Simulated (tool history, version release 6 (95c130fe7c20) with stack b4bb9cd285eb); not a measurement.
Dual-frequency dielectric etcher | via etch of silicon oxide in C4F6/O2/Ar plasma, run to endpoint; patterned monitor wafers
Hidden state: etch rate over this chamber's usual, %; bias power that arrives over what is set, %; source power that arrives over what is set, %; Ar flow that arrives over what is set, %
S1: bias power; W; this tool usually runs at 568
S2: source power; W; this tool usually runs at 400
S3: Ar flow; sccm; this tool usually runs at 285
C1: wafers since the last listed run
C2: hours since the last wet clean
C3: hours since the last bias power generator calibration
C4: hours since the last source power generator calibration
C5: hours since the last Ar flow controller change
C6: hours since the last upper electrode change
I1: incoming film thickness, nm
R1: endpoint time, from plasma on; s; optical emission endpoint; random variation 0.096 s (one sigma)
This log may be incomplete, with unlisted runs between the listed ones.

run,hour,S1,S2,S3,C1,C2,C3,C4,C5,C6,I1,R1
1,0,568,400,285,0,89.2,1177.5,4707.6,1960.3,3542.4,140.7,31.4
2,60.6,516,350,285,752,149.8,1238.1,4768.2,2020.9,3603,144.3,34.5
3,120.4,568,400,285,742,209.6,1297.9,4828,2080.7,3662.8,141.4,31.4
4,145.4,568,400,285,310,234.6,1322.9,4853,2105.7,3687.8,142.8,31.6
5,170,568,400,285,305,259.2,1347.5,4877.6,2130.3,3712.4,144.4,31.9
6,186,568,400,285,198,275.2,1363.5,4893.6,2146.3,3728.4,140.4,31.1
7,220.4,568,400,285,427,309.6,1397.9,4928,2180.7,3762.8,141.4,31.1
8,246.7,568,400,285,326,335.9,1424.2,4954.3,2207,3789.1,142.7,31.5
9,259.5,568,400,285,158,348.7,1437,4967.1,2219.8,3801.9,142.7,31.4
# hour 288.9: upper electrode replaced
10,294.9,516,480,263,141,384.1,1472.4,5002.5,2255.2,6,142.5,30
11,323.3,688,370,227,352,412.5,1500.8,5030.9,2283.6,34.4,141.4,29.2
12,338.8,610,310,285,192,428,1516.3,5046.4,2299.1,49.9,141.3,32.7
# hour 418.7: Ar flow controller replaced
# hour 420: wet clean of the chamber
13,420.5,524,400,244,924,0.5,1598,5128.1,1.8,131.6,143.1,32.4
14,420.8,568,400,285,3,0.8,1598.3,5128.4,2.1,131.9,141.2,31.6
# hour 437.2: source power generator calibrated
# hour 445.3: bias power generator calibrated
15,445.8,568,400,285,211,25.8,0.5,8.6,27.1,156.9,140.9,31.5
16,478.8,667,400,285,409,58.8,33.5,41.6,60.1,189.9,142.3,30.2
17,562.8,507,370,285,1043,142.8,117.5,125.6,144.1,273.9,140.1,33
18,593.6,688,370,227,382,173.6,148.3,156.4,174.9,304.7,142,29.8

3 ways to go on from here, each from the tool as it stands after run 18. What would each give?
A,594,568,400,285,4,174,148.7,156.8,175.3,305.1,142.2,?
B,594,568,460,285,4,174,148.7,156.8,175.3,305.1,142.2,?
C,594,663,400,285,4,174,148.7,156.8,175.3,305.1,142.2,?

run,R1
A,31.5
B,30.1
C,30
Without the tool's hidden state the same runs would have given:
run,R1
A,31.9
B,30.5
C,30.4

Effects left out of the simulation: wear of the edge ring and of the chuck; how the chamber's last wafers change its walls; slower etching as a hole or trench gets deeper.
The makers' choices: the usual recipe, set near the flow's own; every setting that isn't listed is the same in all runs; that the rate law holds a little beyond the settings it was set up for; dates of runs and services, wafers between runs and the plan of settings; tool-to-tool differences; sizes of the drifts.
